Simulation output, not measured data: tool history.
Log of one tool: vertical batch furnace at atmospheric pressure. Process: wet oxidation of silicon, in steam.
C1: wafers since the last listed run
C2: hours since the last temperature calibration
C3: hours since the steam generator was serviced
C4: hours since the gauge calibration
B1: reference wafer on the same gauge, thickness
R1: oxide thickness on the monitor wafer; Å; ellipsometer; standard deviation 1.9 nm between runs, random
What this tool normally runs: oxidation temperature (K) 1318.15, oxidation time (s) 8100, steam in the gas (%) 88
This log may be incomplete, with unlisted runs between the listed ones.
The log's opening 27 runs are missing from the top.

At hour 747.3: thermocouples replaced and temperature profile calibrated.
Run 28, hour 747.8: usual settings but oxidation temperature (K) 1339.15, oxidation time (s) 9990, steam in the gas (%) 85; C1 37; C2 0.5; C3 468.5; C4 410.8; B1 745.76. Result: R1 11126.9 Å.
Run 29, hour 769.5: usual settings but oxidation temperature (K) 1297.15, oxidation time (s) 6660, steam in the gas (%) 94; C1 149; C2 22.2; C3 490.2; C4 432.5; B1 746.16. Result: R1 7721.3 Å.
Run 30, hour 788.3: usual settings; C1 129; C2 41.0; C3 509.0; C4 451.3; B1 746.39. Result: R1 9219.2 Å.
Run 31, hour 821.3: usual settings but oxidation temperature (K) 1308.15, oxidation time (s) 6360, steam in the gas (%) 97; C1 226; C2 74.0; C3 542.0; C4 484.3; B1 746.13. Result: R1 8072.9 Å.
Run 32, hour 841.9: usual settings; C1 141; C2 94.6; C3 562.6; C4 504.9; B1 745.77. Result: R1 9178.9 Å.
Run 33, hour 870.2: usual settings but oxidation temperature (K) 1306.15; C1 194; C2 122.9; C3 590.9; C4 533.2; B1 745.96. Result: R1 8714.4 Å.
Run 34, hour 894.7: usual settings; C1 168; C2 147.4; C3 615.4; C4 557.7; B1 745.85. Result: R1 9225.9 Å.
Run 35, hour 915.1: usual settings but oxidation temperature (K) 1328.15, steam in the gas (%) 97; C1 140; C2 167.8; C3 635.8; C4 578.1; B1 745.87. Result: R1 10182.6 Å.
Run 36, hour 948.2: usual settings but oxidation time (s) 9720; C1 227; C2 200.9; C3 668.9; C4 611.2; B1 745.91. Result: R1 10217.8 Å.
Run 37, hour 970.8: usual settings but oxidation temperature (K) 1301.15; C1 155; C2 223.5; C3 691.5; C4 633.8; B1 745.84. Result: R1 8525.5 Å.

Here are 5 independent what-if runs from the current tool condition. What would each one return?
Run A, hour 977.3: usual settings; C1 44; C2 230.0; C3 698.0; C4 640.3; B1 ?. Result: R1 ?.
Run B, hour 977.3: usual settings but oxidation temperature (K) 1333.15; C1 44; C2 230.0; C3 698.0; C4 640.3; B1 ?. Result: R1 ?.
Run C, hour 977.3: usual settings but oxidation temperature (K) 1341.15, oxidation time (s) 11430, steam in the gas (%) 95; C1 44; C2 230.0; C3 698.0; C4 640.3; B1 ?. Result: R1 ?.
Run D, hour 977.3: usual settings but oxidation temperature (K) 1331.15; C1 44; C2 230.0; C3 698.0; C4 640.3; B1 ?. Result: R1 ?.
Run E, hour 977.3: usual settings but oxidation temperature (K) 1343.15; C1 44; C2 230.0; C3 698.0; C4 640.3; B1 ?. Result: R1 ?.

run      B1       R1
  A  746.47   9187.9
  B  746.47   9804.5
  C  746.47  12784.6
  D  746.47   9722.2
  E  746.47  10213.3
Without the tool's unlogged condition, the same runs would have read:
run       R1
  A   9187.9
  B   9804.5
  C  12784.6
  D   9722.2
  E  10213.3
